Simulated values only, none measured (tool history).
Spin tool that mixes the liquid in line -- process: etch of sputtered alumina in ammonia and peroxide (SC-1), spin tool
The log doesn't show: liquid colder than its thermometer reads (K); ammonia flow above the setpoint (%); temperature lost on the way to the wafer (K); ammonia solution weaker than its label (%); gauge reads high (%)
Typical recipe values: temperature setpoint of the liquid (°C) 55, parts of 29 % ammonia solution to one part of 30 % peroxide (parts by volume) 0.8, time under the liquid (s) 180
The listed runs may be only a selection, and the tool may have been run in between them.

run   hour  temperature setpoint of the liquid (°C)  parts of 29 % ammonia solution to one part of 30 % peroxide (parts by volume)  time under the liquid (s)  wafers since the last listed run  hours since the thermometer was replaced  hours since the ammonia flow meter was replaced  hours since the heated supply line was repaired  hours since the drum of ammonia solution was connected  hours since the gauge calibration  read-back film thickness of the sputtered alumina reference wafer, read on the same gauge (nm)  thickness taken off the sputtered alumina on a monitor wafer (nm)
  1      0                                     52.5                                                                            0.8                        180                                 0                                    2613.9                                           2187.8                                           2911.3                                                   309.7                                4.2                                                                                          119.99                                                               12.2
  2   12.5                                     52.5                                                                            0.8                        180                                85                                    2626.4                                           2200.3                                           2923.8                                                   322.2                               16.7                                                                                             120                                                              12.12
  3   19.8                                       55                                                                            0.8                        180                                50                                    2633.7                                           2207.6                                           2931.1                                                   329.5                                 24                                                                                          120.02                                                              13.94
  4   36.7                                       55                                                                            0.8                        180                               115                                    2650.6                                           2224.5                                             2948                                                   346.4                               40.9                                                                                          119.96                                                              13.94
  5   42.8                                       55                                                                            0.8                        180                                41                                    2656.7                                           2230.6                                           2954.1                                                   352.5                                 47                                                                                          120.01                                                              13.92
  6   60.2                                       55                                                                            0.8                        180                               119                                    2674.1                                             2248                                           2971.5                                                   369.9                               64.4                                                                                          119.97                                                              13.89
      83.5  -- ammonia flow meter replaced
  7   96.1                                       55                                                                            0.8                        180                               239                                      2710                                             12.6                                           3007.4                                                   405.8                              100.3                                                                                          119.95                                                              13.76
     103.8  -- new drum of ammonia solution connected
  8  111.5                                       55                                                                           1.05                        180                                98                                    2725.4                                               28                                           3022.8                                                     7.7                              115.7                                                                                          120.01                                                              14.24
  9  120.4                                       55                                                                            0.8                        180                                61                                    2734.3                                             36.9                                           3031.7                                                    16.6                              124.6                                                                                          120.03                                                              13.94
     134.8  -- gauge calibrated
 10  139.4                                       59                                                                            0.8                        180                               130                                    2753.3                                             55.9                                           3050.7                                                    35.6                                4.6                                                                                          120.04                                                              17.16
     141.6  -- heated supply line repaired
 11  147.4                                       55                                                                            0.5                        130                                47                                    2761.3                                             63.9                                              5.8                                                    43.6                               12.6                                                                                          119.96                                                               9.55
 12  153.6                                     57.5                                                                           1.15                        180                                42                                    2767.5                                             70.1                                               12                                                    49.8                               18.8                                                                                          119.95                                                               16.4
     159.3  -- thermometer replaced
 13  161.6                                       55                                                                            0.6                        180                                47                                       2.3                                             78.1                                               20                                                    57.8                               26.8                                                                                          120.02                                                              15.57
 14  170.8                                       60                                                                            0.8                        180                                63                                      11.5                                             87.3                                             29.2                                                      67                                 36                                                                                          119.96                                                              20.62
 15  187.4                                       60                                                                           0.65                        180                               113                                      28.1                                            103.9                                             45.8                                                    83.6                               52.6                                                                                          119.97                                                              20.27
 16  202.3                                       61                                                                           1.05                         85                               102                                        43                                            118.8                                             60.7                                                    98.5                               67.5                                                                                          119.97                                                              10.54

5 ways to go on from here, each from the tool as it stands after run 16. What would each give?
  A  202.8                                       55                                                                            0.8                        180                                 3                                      43.5                                            119.3                                             61.2                                                      99                                 68                                                                                               ?                                                                  ?
  B  202.8                                       55                                                                            0.4                        210                                 3                                      43.5                                            119.3                                             61.2                                                      99                                 68                                                                                               ?                                                                  ?
  C  202.8                                       55                                                                            0.8                         90                                 3                                      43.5                                            119.3                                             61.2                                                      99                                 68                                                                                               ?                                                                  ?
  D  202.8                                       48                                                                            0.8                        250                                 3                                      43.5                                            119.3                                             61.2                                                      99                                 68                                                                                               ?                                                                  ?
  E  202.8                                       60                                                                            0.8                        140                                 3                                      43.5                                            119.3                                             61.2                                                      99                                 68                                                                                               ?                                                                  ?

run  read-back film thickness of the sputtered alumina reference wafer, read on the same gauge (nm)  thickness taken off the sputtered alumina on a monitor wafer (nm)
  A                                                                                          120.05                                                              15.82
  B                                                                                          120.05                                                              17.28
  C                                                                                          120.05                                                               7.91
  D                                                                                          120.05                                                                 15
  E                                                                                          120.05                                                              15.98
Stripped of hidden state, with their random variation kept, the same runs would have yielded:
run  thickness taken off the sputtered alumina on a monitor wafer (nm)
  A                                                              15.98
  B                                                              17.46
  C                                                               7.99
  D                                                              15.16
  E                                                              16.14

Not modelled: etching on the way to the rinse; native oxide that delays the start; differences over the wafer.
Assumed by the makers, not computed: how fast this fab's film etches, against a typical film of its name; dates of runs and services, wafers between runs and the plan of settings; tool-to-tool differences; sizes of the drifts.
